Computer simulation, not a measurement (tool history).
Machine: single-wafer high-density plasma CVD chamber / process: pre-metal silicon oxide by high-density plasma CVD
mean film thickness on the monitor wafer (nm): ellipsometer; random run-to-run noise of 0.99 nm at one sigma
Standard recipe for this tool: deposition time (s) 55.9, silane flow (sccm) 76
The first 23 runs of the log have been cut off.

| run | hour | deposition time (s) | silane flow (sccm) | wafers since the last listed run | hours since the silane flow controller was replaced | hours since the gauge calibration | read-back reference wafer on the same gauge, thickness_nm | mean film thickness on the monitor wafer (nm) |
|---|---|---|---|---|---|---|---|---|
| 24 | 1629.2 | 65.5 | 91 | 773 | 530.4 | 525.3 | 497.039 | 620.352 |
| 25 | 1738.1 | 55.9 | 76 | 1214 | 639.3 | 634.2 | 497.075 | 441.148 |
| 26 | 1788.8 | 55.9 | 76 | 565 | 690 | 684.9 | 496.958 | 444.193 |
| 27 | 1872.1 | 64.1 | 82 | 928 | 773.3 | 768.2 | 496.561 | 548.646 |
| 28 | 2115.2 | 60.9 | 88 | 2710 | 1016.4 | 1011.3 | 497.027 | 560.862 |
| 29 | 2222 | 55.9 | 84 | 1190 | 1123.2 | 1118.1 | 497.075 | 492.077 |
| 30 | 2324 | 63 | 64 | 1137 | 1225.2 | 1220.1 | 497.072 | 420.966 |
| 31 | 2406.8 | 55.9 | 76 | 923 | 1308 | 1302.9 | 497.105 | 445.97 |

Each row is a separate what-if for the run after 31, all from the same tool condition, not one after another. Results?
| A | 2407.2 | 55.9 | 76 | 4 | 1308.4 | 1303.3 | ? | ? |
| B | 2407.2 | 64.4 | 83 | 4 | 1308.4 | 1303.3 | ? | ? |
| C | 2407.2 | 45.7 | 88 | 4 | 1308.4 | 1303.3 | ? | ? |
| D | 2407.2 | 55.9 | 65 | 4 | 1308.4 | 1303.3 | ? | ? |

| run | read-back reference wafer on the same gauge, thickness_nm | mean film thickness on the monitor wafer (nm) |
|---|---|---|
| A | 497.192 | 446.098 |
| B | 497.192 | 561.266 |
| C | 497.192 | 422.283 |
| D | 497.192 | 381.531 |
Without the tool's unlogged condition, the same runs would have read:
| run | mean film thickness on the monitor wafer (nm) |
|---|---|
| A | 439.175 |
| B | 552.556 |
| C | 415.73 |
| D | 375.611 |

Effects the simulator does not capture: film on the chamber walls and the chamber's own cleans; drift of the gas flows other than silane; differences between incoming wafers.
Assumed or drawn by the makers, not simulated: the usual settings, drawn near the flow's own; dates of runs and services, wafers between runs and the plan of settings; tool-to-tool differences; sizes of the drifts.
